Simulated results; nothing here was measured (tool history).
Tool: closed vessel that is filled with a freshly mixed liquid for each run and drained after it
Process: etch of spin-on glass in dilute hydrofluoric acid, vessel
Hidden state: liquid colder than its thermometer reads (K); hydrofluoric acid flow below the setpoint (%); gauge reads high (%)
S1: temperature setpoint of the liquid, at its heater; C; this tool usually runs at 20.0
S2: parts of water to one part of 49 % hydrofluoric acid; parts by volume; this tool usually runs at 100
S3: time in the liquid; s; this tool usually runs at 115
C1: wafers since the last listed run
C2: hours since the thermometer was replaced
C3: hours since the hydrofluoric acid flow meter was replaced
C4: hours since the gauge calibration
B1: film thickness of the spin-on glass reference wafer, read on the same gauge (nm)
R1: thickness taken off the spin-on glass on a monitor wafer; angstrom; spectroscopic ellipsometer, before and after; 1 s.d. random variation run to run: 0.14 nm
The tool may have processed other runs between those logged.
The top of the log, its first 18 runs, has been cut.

run,hour,S1,S2,S3,C1,C2,C3,C4,B1,R1
# hour 1428.6: gauge calibrated
19,1436.6,20.0,100,115,4557,243.4,1965.6,8.0,140.00,448.0
20,1481.1,21.5,100,65,3149,287.9,2010.1,52.5,140.01,268.8
21,1548.6,17.0,80,135,4777,355.4,2077.6,120.0,140.02,589.7
22,1592.3,17.5,120,60,3092,399.1,2121.3,163.7,140.01,170.6
# hour 1633.7: hydrofluoric acid flow meter replaced
23,1659.2,20.0,100,115,4663,466.0,25.5,230.6,140.00,449.5
24,1714.9,20.0,100,115,3942,521.7,81.2,286.3,140.00,443.8
25,1770.0,20.0,75,55,3899,576.8,136.3,341.4,140.00,291.8
26,1917.3,20.0,70,135,10424,724.1,283.6,488.7,139.99,769.7
27,2020.5,20.0,135,115,7303,827.3,386.8,591.9,140.01,316.9
28,2113.7,20.0,100,115,6596,920.5,480.0,685.1,139.98,442.3
29,2184.6,20.0,100,115,5017,991.4,550.9,756.0,140.02,444.3
30,2244.0,20.0,100,70,4203,1050.8,610.3,815.4,139.98,268.4
31,2351.9,21.5,100,165,7636,1158.7,718.2,923.3,139.98,672.1
32,2426.2,20.0,75,50,5258,1233.0,792.5,997.6,140.02,262.6
33,2462.4,25.0,125,115,2561,1269.2,828.7,1033.8,139.98,417.7
34,2564.1,20.0,100,115,7197,1370.9,930.4,1135.5,139.99,438.6

Forecast each of these 3 alternatives for the next run:
A,2564.8,20.0,100,50,49,1371.6,931.1,1136.2,?,?
B,2564.8,17.0,140,150,49,1371.6,931.1,1136.2,?,?
C,2564.8,17.0,65,140,49,1371.6,931.1,1136.2,?,?

run,B1,R1
A,140.00,190.9
B,140.00,346.6
C,140.00,752.2
With no hidden state in the tool, these same runs would have given:
run,R1
A,196.6
B,357.1
C,776.0
